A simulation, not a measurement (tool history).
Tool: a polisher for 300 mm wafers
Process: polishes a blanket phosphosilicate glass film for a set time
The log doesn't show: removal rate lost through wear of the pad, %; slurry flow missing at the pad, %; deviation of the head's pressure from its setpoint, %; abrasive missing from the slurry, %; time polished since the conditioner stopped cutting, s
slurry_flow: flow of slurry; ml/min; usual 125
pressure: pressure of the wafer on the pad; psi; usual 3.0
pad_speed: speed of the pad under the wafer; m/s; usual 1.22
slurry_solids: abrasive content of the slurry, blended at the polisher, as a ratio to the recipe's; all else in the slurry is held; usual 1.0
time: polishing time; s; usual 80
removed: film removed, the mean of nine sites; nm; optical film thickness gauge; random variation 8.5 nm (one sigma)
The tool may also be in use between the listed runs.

| run | day | slurry_flow | pressure | pad_speed | slurry_solids | time | wafers since the last listed run | wafers polished on this pad | hours since the slurry nozzle was cleaned | hours since the head pressure was calibrated | hours since the slurry blender was calibrated | hours since the conditioning disc was replaced | incoming thickness of the incoming film, nm | removed |
|---|---|---|---|---|---|---|---|---|---|---|---|---|---|---|
| 1 | 0.000 | 125 | 3.0 | 1.22 | 1.0 | 80 | 0 | 1643 | 225.4 | 1368.8 | 260.5 | 81.7 | 4282.6 | 780.6 |
|  | 0.288 | worn pad replaced by a new one |
| 2 | 0.796 | 155 | 3.0 | 1.22 | 1.0 | 80 | 126 | 101 | 244.5 | 1387.9 | 279.6 | 100.8 | 4354.2 | 804.8 |
|  | 0.921 | head pressure recalibrated |
| 3 | 1.550 | 125 | 3.0 | 1.22 | 1.0 | 68 | 135 | 237 | 262.6 | 15.1 | 297.7 | 118.9 | 4342.0 | 645.7 |
| 4 | 2.662 | 125 | 3.0 | 1.22 | 1.0 | 68 | 224 | 461 | 289.3 | 41.8 | 324.4 | 145.6 | 4362.7 | 648.0 |
|  | 3.358 | slurry blender recalibrated |
| 5 | 3.667 | 125 | 3.0 | 1.22 | 1.0 | 80 | 185 | 646 | 313.4 | 65.9 | 7.4 | 169.7 | 4351.2 | 808.9 |
| 6 | 4.617 | 125 | 3.0 | 1.22 | 1.0 | 80 | 191 | 837 | 336.2 | 88.7 | 30.2 | 192.5 | 4400.6 | 819.1 |
| 7 | 5.208 | 125 | 3.0 | 1.22 | 1.1 | 80 | 119 | 957 | 350.4 | 102.9 | 44.4 | 206.7 | 4332.5 | 852.4 |
|  | 8.217 | worn pad replaced by a new one |
| 8 | 9.025 | 125 | 3.0 | 1.22 | 1.0 | 74 | 735 | 162 | 442.0 | 194.5 | 136.0 | 298.3 | 4356.3 | 734.7 |
| 9 | 10.379 | 125 | 3.0 | 1.22 | 1.0 | 80 | 272 | 435 | 474.5 | 227.0 | 168.5 | 330.8 | 4424.6 | 780.8 |
| 10 | 10.958 | 125 | 3.0 | 1.22 | 1.0 | 74 | 116 | 552 | 488.4 | 240.9 | 182.4 | 344.7 | 4376.7 | 744.6 |
| 11 | 11.600 | 105 | 3.8 | 0.92 | 0.9 | 80 | 129 | 681 | 503.8 | 256.3 | 197.8 | 360.1 | 4387.5 | 719.2 |
| 12 | 13.058 | 125 | 3.8 | 1.22 | 1.0 | 89 | 293 | 975 | 538.8 | 291.3 | 232.8 | 395.1 | 4386.9 | 1115.3 |
|  | 14.004 | conditioning disc replaced and pad reconditioned |
| 13 | 14.392 | 125 | 3.0 | 1.22 | 1.0 | 80 | 251 | 1226 | 570.8 | 323.3 | 264.8 | 9.3 | 4386.2 | 760.7 |

Forecast run 14:
|  | 15.162 | worn pad replaced by a new one |
| 14 | 15.183 | 125 | 3.0 | 1.22 | 1.0 | 80 | 125 | 4 | 589.8 | 342.3 | 283.8 | 28.3 | 4344.3 | ? |

{"run 14": {"removed": 781.5}}
Without the tool's hidden state the same run would have given removed 824.3 nm.
